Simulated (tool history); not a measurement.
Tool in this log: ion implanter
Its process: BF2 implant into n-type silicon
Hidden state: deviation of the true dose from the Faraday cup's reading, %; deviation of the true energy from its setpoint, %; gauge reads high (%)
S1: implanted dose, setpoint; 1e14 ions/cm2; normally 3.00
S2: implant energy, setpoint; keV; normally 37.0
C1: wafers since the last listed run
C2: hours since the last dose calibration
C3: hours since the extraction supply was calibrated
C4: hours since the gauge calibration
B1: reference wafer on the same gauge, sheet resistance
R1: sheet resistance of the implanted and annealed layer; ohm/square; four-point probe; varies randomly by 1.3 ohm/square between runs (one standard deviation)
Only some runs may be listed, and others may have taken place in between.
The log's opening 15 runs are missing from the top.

{"run": 16, "hour": 871.7, "S1": 3.0, "S2": 30.5, "C1": 894, "C2": 1416.4, "C3": 239.8, "C4": 319.2, "B1": 396.1, "R1": 389.06}
{"run": 17, "hour": 918.4, "S1": 3.0, "S2": 37.0, "C1": 390, "C2": 1463.1, "C3": 286.5, "C4": 365.9, "B1": 396.4, "R1": 381.55}
{"run": 18, "hour": 980.8, "S1": 3.0, "S2": 37.0, "C1": 521, "C2": 1525.5, "C3": 348.9, "C4": 428.3, "B1": 396.01, "R1": 380.7}
{"run": 19, "hour": 1046.8, "S1": 3.41, "S2": 33.0, "C1": 551, "C2": 1591.5, "C3": 414.9, "C4": 494.3, "B1": 396.29, "R1": 346.23}
{"run": 20, "hour": 1073.5, "S1": 2.77, "S2": 37.0, "C1": 222, "C2": 1618.2, "C3": 441.6, "C4": 521.0, "B1": 396.43, "R1": 406.95}
{"run": 21, "hour": 1116.9, "S1": 3.69, "S2": 49.0, "C1": 362, "C2": 1661.6, "C3": 485.0, "C4": 564.4, "B1": 396.07, "R1": 312.14}
{"run": 22, "hour": 1142.9, "S1": 3.0, "S2": 27.0, "C1": 217, "C2": 1687.6, "C3": 511.0, "C4": 590.4, "B1": 396.52, "R1": 391.98}
{"run": 23, "hour": 1210.7, "S1": 3.0, "S2": 43.5, "C1": 566, "C2": 1755.4, "C3": 578.8, "C4": 658.2, "B1": 396.69, "R1": 376.89}
{"run": 24, "hour": 1260.1, "S1": 3.0, "S2": 43.5, "C1": 412, "C2": 1804.8, "C3": 628.2, "C4": 707.6, "B1": 396.0, "R1": 378.51}
{"run": 25, "hour": 1291.5, "S1": 3.0, "S2": 37.0, "C1": 262, "C2": 1836.2, "C3": 659.6, "C4": 739.0, "B1": 396.0, "R1": 383.39}
{"run": 26, "hour": 1331.5, "S1": 3.73, "S2": 37.0, "C1": 334, "C2": 1876.2, "C3": 699.6, "C4": 779.0, "B1": 396.22, "R1": 320.45}
{"run": 27, "hour": 1366.6, "S1": 2.23, "S2": 41.0, "C1": 293, "C2": 1911.3, "C3": 734.7, "C4": 814.1, "B1": 396.4, "R1": 487.25}
{"run": 28, "hour": 1403.7, "S1": 3.88, "S2": 31.5, "C1": 309, "C2": 1948.4, "C3": 771.8, "C4": 851.2, "B1": 396.25, "R1": 311.33}
{"hour": 1478.1, "done": "Faraday cup replaced and dose calibrated"}
{"run": 29, "hour": 1478.6, "S1": 2.11, "S2": 33.0, "C1": 558, "C2": 0.5, "C3": 846.7, "C4": 926.1, "B1": 395.85, "R1": 513.05}
{"run": 30, "hour": 1532.4, "S1": 3.38, "S2": 49.0, "C1": 449, "C2": 54.3, "C3": 900.5, "C4": 979.9, "B1": 396.37, "R1": 330.04}
{"run": 31, "hour": 1571.1, "S1": 3.85, "S2": 43.0, "C1": 323, "C2": 93.0, "C3": 939.2, "C4": 1018.6, "B1": 395.55, "R1": 300.47}
{"run": 32, "hour": 1614.7, "S1": 3.0, "S2": 37.0, "C1": 364, "C2": 136.6, "C3": 982.8, "C4": 1062.2, "B1": 396.34, "R1": 379.77}
{"run": 33, "hour": 1639.1, "S1": 2.15, "S2": 30.0, "C1": 203, "C2": 161.0, "C3": 1007.2, "C4": 1086.6, "B1": 395.43, "R1": 509.37}
{"run": 34, "hour": 1688.5, "S1": 3.38, "S2": 43.5, "C1": 412, "C2": 210.4, "C3": 1056.6, "C4": 1136.0, "B1": 395.45, "R1": 335.84}
{"run": 35, "hour": 1723.5, "S1": 3.55, "S2": 37.0, "C1": 292, "C2": 245.4, "C3": 1091.6, "C4": 1171.0, "B1": 395.88, "R1": 325.88}
{"run": 36, "hour": 1939.1, "S1": 2.47, "S2": 46.5, "C1": 1800, "C2": 461.0, "C3": 1307.2, "C4": 1386.6, "B1": 396.29, "R1": 435.14}

Below are 5 alternative next runs, each starting from the tool's condition after run 36. Predict each:
{"run": "A", "hour": 1939.5, "S1": 2.36, "S2": 37.0, "C1": 3, "C2": 461.4, "C3": 1307.6, "C4": 1387.0, "B1": "?", "R1": "?"}
{"run": "B", "hour": 1939.5, "S1": 3.62, "S2": 27.0, "C1": 3, "C2": 461.4, "C3": 1307.6, "C4": 1387.0, "B1": "?", "R1": "?"}
{"run": "C", "hour": 1939.5, "S1": 3.74, "S2": 45.5, "C1": 3, "C2": 461.4, "C3": 1307.6, "C4": 1387.0, "B1": "?", "R1": "?"}
{"run": "D", "hour": 1939.5, "S1": 3.65, "S2": 33.5, "C1": 3, "C2": 461.4, "C3": 1307.6, "C4": 1387.0, "B1": "?", "R1": "?"}
{"run": "E", "hour": 1939.5, "S1": 3.32, "S2": 26.5, "C1": 3, "C2": 461.4, "C3": 1307.6, "C4": 1387.0, "B1": "?", "R1": "?"}

run=A B1=395.81 R1=462.73
run=B B1=395.81 R1=331.90
run=C B1=395.81 R1=307.44
run=D B1=395.81 R1=323.00
run=E B1=395.81 R1=357.89
The same runs, with their run-to-run variation unchanged, on a tool lacking any hidden condition would have given:
run=A R1=458.80
run=B R1=329.01
run=C R1=304.76
run=D R1=320.16
run=E R1=354.77
